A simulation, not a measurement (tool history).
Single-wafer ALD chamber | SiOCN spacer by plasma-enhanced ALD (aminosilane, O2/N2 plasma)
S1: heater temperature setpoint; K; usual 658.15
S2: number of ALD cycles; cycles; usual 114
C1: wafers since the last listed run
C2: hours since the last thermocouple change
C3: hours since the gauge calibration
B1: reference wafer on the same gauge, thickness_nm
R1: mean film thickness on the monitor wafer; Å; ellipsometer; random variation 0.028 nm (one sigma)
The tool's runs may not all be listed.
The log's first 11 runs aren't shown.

Run 12, hour 576.8: usual settings but S2 102 cycles; C1 139; C2 717.6; C3 1615.2; B1 6.731. Result: R1 58.69 Å.
Run 13, hour 613.4: usual settings but S2 102 cycles; C1 97; C2 754.2; C3 1651.8; B1 6.745. Result: R1 58.75 Å.
At hour 770.5: gauge calibrated.
Run 14, hour 789.8: usual settings; C1 469; C2 930.6; C3 19.3; B1 6.560. Result: R1 63.34 Å.
Run 15, hour 857.8: usual settings; C1 180; C2 998.6; C3 87.3; B1 6.567. Result: R1 64.27 Å.
At hour 900.3: thermocouple changed; heater temperature recalibrated.
Run 16, hour 916.8: usual settings; C1 135; C2 16.5; C3 146.3; B1 6.575. Result: R1 63.58 Å.
Run 17, hour 940.9: usual settings; C1 64; C2 40.6; C3 170.4; B1 6.580. Result: R1 63.86 Å.
Run 18, hour 982.8: usual settings; C1 111; C2 82.5; C3 212.3; B1 6.579. Result: R1 63.52 Å.
Run 19, hour 1007.0: usual settings; C1 64; C2 106.7; C3 236.5; B1 6.581. Result: R1 63.58 Å.
Run 20, hour 1056.4: usual settings but S1 669.15 K, S2 119 cycles; C1 131; C2 156.1; C3 285.9; B1 6.594. Result: R1 66.84 Å.

The next listed run, before its measurement:
Run 21, hour 1107.0: usual settings but S1 664.15 K; C1 134; C2 206.7; C3 336.5; B1 ?. Result: R1 ?.

Run 21 gave B1 6.603, R1 63.61 Å.
Without the tool's hidden state the same run would have given R1 63.05 Å.
